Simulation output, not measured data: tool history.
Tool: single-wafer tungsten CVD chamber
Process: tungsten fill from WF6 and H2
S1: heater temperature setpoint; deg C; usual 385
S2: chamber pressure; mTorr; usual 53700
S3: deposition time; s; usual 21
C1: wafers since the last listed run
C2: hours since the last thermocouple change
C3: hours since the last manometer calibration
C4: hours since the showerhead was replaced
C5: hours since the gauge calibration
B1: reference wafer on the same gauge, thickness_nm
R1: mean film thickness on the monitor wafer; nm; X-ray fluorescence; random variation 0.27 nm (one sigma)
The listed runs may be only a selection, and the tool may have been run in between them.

run 1 hour=0 | S1=385 S2=53700 S3=21 | C1=0 C2=1869.3 C3=1513.4 C4=5698.2 C5=1078.5 | B1=52.784 | R1=57.583
run 2 hour=45.7 | S1=385 S2=53700 S3=21 | C1=1706 C2=1915 C3=1559.1 C4=5743.9 C5=1124.2 | B1=52.867 | R1=57.241
run 3 hour=71.2 | S1=385 S2=53700 S3=21 | C1=952 C2=1940.5 C3=1584.6 C4=5769.4 C5=1149.7 | B1=52.789 | R1=57.776
run 4 hour=137.9 | S1=391 S2=53700 S3=24.3 | C1=2490 C2=2007.2 C3=1651.3 C4=5836.1 C5=1216.4 | B1=52.82 | R1=74.717
run 5 hour=183.1 | S1=385 S2=53700 S3=19.7 | C1=1687 C2=2052.4 C3=1696.5 C4=5881.3 C5=1261.6 | B1=52.813 | R1=54.186
run 6 hour=221.3 | S1=385 S2=53700 S3=19.7 | C1=1426 C2=2090.6 C3=1734.7 C4=5919.5 C5=1299.8 | B1=52.752 | R1=53.985
run 7 hour=258.2 | S1=385 S2=53700 S3=19.7 | C1=1377 C2=2127.5 C3=1771.6 C4=5956.4 C5=1336.7 | B1=52.825 | R1=53.745
run 8 hour=283.1 | S1=385 S2=53700 S3=21 | C1=929 C2=2152.4 C3=1796.5 C4=5981.3 C5=1361.6 | B1=52.84 | R1=57.523
run 9 hour=379.1 | S1=385 S2=53700 S3=21 | C1=3584 C2=2248.4 C3=1892.5 C4=6077.3 C5=1457.6 | B1=52.745 | R1=57.285
run 10 hour=417.4 | S1=385 S2=53700 S3=21 | C1=1430 C2=2286.7 C3=1930.8 C4=6115.6 C5=1495.9 | B1=52.872 | R1=57.254
run 11 hour=477.8 | S1=385 S2=53700 S3=21 | C1=2255 C2=2347.1 C3=1991.2 C4=6176 C5=1556.3 | B1=52.781 | R1=57.195
run 12 hour=548.1 | S1=385 S2=53700 S3=21 | C1=2624 C2=2417.4 C3=2061.5 C4=6246.3 C5=1626.6 | B1=52.86 | R1=57.645
run 13 hour=618.6 | S1=385 S2=53700 S3=20.1 | C1=2632 C2=2487.9 C3=2132 C4=6316.8 C5=1697.1 | B1=52.876 | R1=55.119
-- hour=645.8 gauge calibrated
-- hour=762.5 thermocouple changed; heater temperature recalibrated
run 14 hour=789 | S1=385 S2=49600 S3=22.7 | C1=6063 C2=26.5 C3=2302.4 C4=6487.2 C5=143.2 | B1=52.824 | R1=60.497
-- hour=816.4 showerhead replaced
run 15 hour=832.5 | S1=380 S2=53700 S3=21 | C1=1325 C2=70 C3=2345.9 C4=16.1 C5=186.7 | B1=52.781 | R1=52.104
run 16 hour=861 | S1=385 S2=53700 S3=21 | C1=1064 C2=98.5 C3=2374.4 C4=44.6 C5=215.2 | B1=52.744 | R1=56.988
run 17 hour=891.1 | S1=385 S2=43600 S3=21 | C1=1123 C2=128.6 C3=2404.5 C4=74.7 C5=245.3 | B1=52.739 | R1=52.819
run 18 hour=982.3 | S1=385 S2=53700 S3=21 | C1=3405 C2=219.8 C3=2495.7 C4=165.9 C5=336.5 | B1=52.723 | R1=57.298
-- hour=1010 capacitance manometer re-zeroed and calibrated
run 19 hour=1016.2 | S1=396 S2=65200 S3=21 | C1=967 C2=253.7 C3=6.2 C4=199.8 C5=370.4 | B1=52.785 | R1=74.35
run 20 hour=1048.9 | S1=392 S2=53700 S3=21 | C1=1220 C2=286.4 C3=38.9 C4=232.5 C5=403.1 | B1=52.827 | R1=63.706
run 21 hour=1082.1 | S1=400 S2=50000 S3=21 | C1=1239 C2=319.6 C3=72.1 C4=265.7 C5=436.3 | B1=52.795 | R1=71.534
run 22 hour=1116.8 | S1=380 S2=44300 S3=17.6 | C1=1295 C2=354.3 C3=106.8 C4=300.4 C5=471 | B1=52.896 | R1=39.378
run 23 hour=1164.3 | S1=385 S2=59400 S3=21 | C1=1773 C2=401.8 C3=154.3 C4=347.9 C5=518.5 | B1=52.787 | R1=58.726
run 24 hour=1213.7 | S1=385 S2=53700 S3=20.1 | C1=1844 C2=451.2 C3=203.7 C4=397.3 C5=567.9 | B1=52.777 | R1=53.672
run 25 hour=1272.8 | S1=385 S2=53700 S3=21 | C1=2206 C2=510.3 C3=262.8 C4=456.4 C5=627 | B1=52.792 | R1=55.897
run 26 hour=1307.2 | S1=385 S2=66200 S3=21 | C1=1284 C2=544.7 C3=297.2 C4=490.8 C5=661.4 | B1=52.798 | R1=61.528
run 27 hour=1333 | S1=385 S2=53700 S3=21 | C1=963 C2=570.5 C3=323 C4=516.6 C5=687.2 | B1=52.798 | R1=56.072
run 28 hour=1374.3 | S1=385 S2=53700 S3=24.4 | C1=1542 C2=611.8 C3=364.3 C4=557.9 C5=728.5 | B1=52.803 | R1=65.785
run 29 hour=1438.6 | S1=397 S2=53700 S3=19.4 | C1=2400 C2=676.1 C3=428.6 C4=622.2 C5=792.8 | B1=52.765 | R1=64.87

Give the tool's hidden conditions for every run:
wafer temperature above the value expected at the setpoint (K): 0 in every run
gauge reads high (%): 0 in every run
H1: true pressure above the setpoint (%)
run=1 H1=6.64
run=2 H1=6.72
run=3 H1=6.76
run=4 H1=6.87
run=5 H1=6.94
run=6 H1=6.99
run=7 H1=7.05
run=8 H1=7.08
run=9 H1=7.2
run=10 H1=7.25
run=11 H1=7.31
run=12 H1=7.39
run=13 H1=7.46
run=14 H1=7.6
run=15 H1=7.63
run=16 H1=7.66
run=17 H1=7.68
run=18 H1=7.74
run=19 H1=0.228
run=20 H1=0.512
run=21 H1=0.791
run=22 H1=1.07
run=23 H1=1.44
run=24 H1=1.8
run=25 H1=2.22
run=26 H1=2.44
run=27 H1=2.61
run=28 H1=2.87
run=29 H1=3.24

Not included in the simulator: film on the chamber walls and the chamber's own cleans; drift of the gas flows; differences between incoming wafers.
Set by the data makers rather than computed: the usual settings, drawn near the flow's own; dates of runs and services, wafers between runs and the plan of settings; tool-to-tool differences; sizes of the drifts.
